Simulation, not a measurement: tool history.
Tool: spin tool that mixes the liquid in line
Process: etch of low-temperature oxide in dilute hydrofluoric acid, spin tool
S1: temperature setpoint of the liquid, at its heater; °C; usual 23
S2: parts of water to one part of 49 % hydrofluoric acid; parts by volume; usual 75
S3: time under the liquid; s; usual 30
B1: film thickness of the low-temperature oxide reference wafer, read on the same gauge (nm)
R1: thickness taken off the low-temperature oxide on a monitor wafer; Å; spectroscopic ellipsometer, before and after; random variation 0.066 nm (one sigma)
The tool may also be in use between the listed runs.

run,hour,S1,S2,S3,B1,R1
1,0,21.5,85,30,49.99,77.1
2,42.6,21.5,85,30,50,76.4
3,105.8,21.5,85,30,49.99,76.6
4,184.9,26,75,30,50,106.3
5,287.9,26,75,30,50.01,105.8
6,350.2,26,75,30,50.01,108
7,425.6,20.5,105,30,50,59.4
# hour 482.6: hydrofluoric acid flow meter replaced
8,496.4,20.5,105,30,50.01,59.3
9,588.5,20.5,105,30,50,58.8
10,688.5,23,75,30,50,97.6
# hour 698.8: gauge calibrated
11,737.6,23,75,30,49.98,95.1
12,811.6,23,75,30,50.02,97.2
13,903,23,75,30,50,97.6

Run 14 comes next. What will it give?
14,984.5,25,45,45,?,?

{"run 14": {"B1": 49.99, "R1": 276.5}}
Without the tool's hidden state the same run would have given R1 247.7 Å.
